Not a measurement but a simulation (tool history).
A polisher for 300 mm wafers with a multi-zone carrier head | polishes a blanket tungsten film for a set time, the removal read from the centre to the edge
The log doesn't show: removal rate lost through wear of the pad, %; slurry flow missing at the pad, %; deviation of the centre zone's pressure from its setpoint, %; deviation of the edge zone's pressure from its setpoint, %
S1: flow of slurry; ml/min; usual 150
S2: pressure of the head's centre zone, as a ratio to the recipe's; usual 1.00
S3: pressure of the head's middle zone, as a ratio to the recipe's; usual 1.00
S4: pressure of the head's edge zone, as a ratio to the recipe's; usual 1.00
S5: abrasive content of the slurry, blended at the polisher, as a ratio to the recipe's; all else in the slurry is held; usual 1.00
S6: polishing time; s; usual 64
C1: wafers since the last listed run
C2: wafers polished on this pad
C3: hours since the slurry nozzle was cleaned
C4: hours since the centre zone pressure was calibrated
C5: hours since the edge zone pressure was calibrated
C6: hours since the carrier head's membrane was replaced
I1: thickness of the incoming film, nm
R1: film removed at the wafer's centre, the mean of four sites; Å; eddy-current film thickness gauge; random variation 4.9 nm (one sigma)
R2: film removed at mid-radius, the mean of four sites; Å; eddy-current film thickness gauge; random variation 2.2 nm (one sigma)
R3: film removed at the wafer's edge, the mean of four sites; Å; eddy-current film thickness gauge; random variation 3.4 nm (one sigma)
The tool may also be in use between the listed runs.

Run 1, hour 0.0: usual settings but S1 115 ml/min; C1 0; C2 1607; C3 28.4; C4 335.4; C5 162.6; C6 1364.1; I1 1582.1. Result: R1 2948 Å, R2 3192 Å, R3 3220 Å.
Run 2, hour 51.0: usual settings; C1 535; C2 2142; C3 79.4; C4 386.4; C5 213.6; C6 1415.1; I1 1598.5. Result: R1 3037 Å, R2 3397 Å, R3 3377 Å.
At hour 65.9: worn pad replaced by a new one.
At hour 77.3: centre zone pressure recalibrated.
Run 3, hour 106.1: usual settings; C1 515; C2 400; C3 134.5; C4 28.8; C5 268.7; C6 1470.2; I1 1597.1. Result: R1 3381 Å, R2 3407 Å, R3 3328 Å.
Run 4, hour 177.5: usual settings; C1 749; C2 1149; C3 205.9; C4 100.2; C5 340.1; C6 1541.6; I1 1582.7. Result: R1 3273 Å, R2 3357 Å, R3 3365 Å.
Run 5, hour 217.9: usual settings; C1 423; C2 1573; C3 246.3; C4 140.6; C5 380.5; C6 1582.0; I1 1586.5. Result: R1 3235 Å, R2 3390 Å, R3 3251 Å.
At hour 265.3: carrier head's membrane replaced by a new one.
Run 6, hour 285.1: usual settings but S1 160 ml/min; C1 652; C2 2226; C3 313.5; C4 207.8; C5 447.7; C6 19.8; I1 1610.1. Result: R1 3268 Å, R2 3410 Å, R3 3301 Å.
At hour 291.8: worn pad replaced by a new one.
At hour 300.4: slurry nozzle cleaned.
Run 7, hour 317.8: usual settings but S1 160 ml/min; C1 290; C2 262; C3 17.4; C4 240.5; C5 480.4; C6 52.5; I1 1607.7. Result: R1 3129 Å, R2 3396 Å, R3 3366 Å.
Run 8, hour 381.3: usual settings but S1 160 ml/min; C1 666; C2 928; C3 80.9; C4 304.0; C5 543.9; C6 116.0; I1 1577.2. Result: R1 3218 Å, R2 3407 Å, R3 3383 Å.
Run 9, hour 407.0: usual settings; C1 269; C2 1198; C3 106.6; C4 329.7; C5 569.6; C6 141.7; I1 1598.6. Result: R1 3101 Å, R2 3372 Å, R3 3304 Å.
Run 10, hour 432.4: usual settings but S5 1.25, S6 80 s; C1 266; C2 1464; C3 132.0; C4 355.1; C5 595.0; C6 167.1; I1 1604.7. Result: R1 3976 Å, R2 4463 Å, R3 4362 Å.
At hour 471.2: centre zone pressure recalibrated.
At hour 480.8: worn pad replaced by a new one.
Run 11, hour 501.8: usual settings but S1 165 ml/min, S3 0.97, S5 0.85, S6 52 s; C1 665; C2 220; C3 201.4; C4 30.6; C5 664.4; C6 236.5; I1 1601.8. Result: R1 2673 Å, R2 2602 Å, R3 2621 Å.
At hour 570.5: edge zone pressure recalibrated.
Run 12, hour 571.0: usual settings but S3 1.03, S4 0.89; C1 705; C2 925; C3 270.6; C4 99.8; C5 0.5; C6 305.7; I1 1613.9. Result: R1 3134 Å, R2 3441 Å, R3 3079 Å.
Run 13, hour 617.8: usual settings but S4 0.89, S6 53 s; C1 491; C2 1416; C3 317.4; C4 146.6; C5 47.3; C6 352.5; I1 1597.7. Result: R1 2639 Å, R2 2787 Å, R3 2594 Å.
At hour 690.9: worn pad replaced by a new one.
Run 14, hour 693.6: usual settings; C1 753; C2 28; C3 393.2; C4 222.4; C5 123.1; C6 428.3; I1 1603.2. Result: R1 3081 Å, R2 3373 Å, R3 3294 Å.
At hour 709.3: slurry nozzle cleaned.
Run 15, hour 741.8: usual settings but S1 165 ml/min, S5 1.10; C1 495; C2 523; C3 32.5; C4 270.6; C5 171.3; C6 476.5; I1 1626.4. Result: R1 3248 Å, R2 3485 Å, R3 3487 Å.
Run 16, hour 808.8: usual settings but S1 135 ml/min, S2 1.07, S6 84 s; C1 702; C2 1226; C3 99.5; C4 337.6; C5 238.3; C6 543.5; I1 1606.2. Result: R1 4282 Å, R2 4338 Å, R3 4289 Å.

Run 17 comes next. What will it give?
Run 17, hour 854.4: usual settings but S5 1.25; C1 478; C2 1705; C3 145.1; C4 383.2; C5 283.9; C6 589.1; I1 1574.0. Result: R1 ?, R2 ?, R3 ?.

R1: 3359 Å
R2: 3582 Å
R3: 3424 Å
Without the tool's hidden state the same run would have given R1 3671 Å, R2 3581 Å, R3 3424 Å.
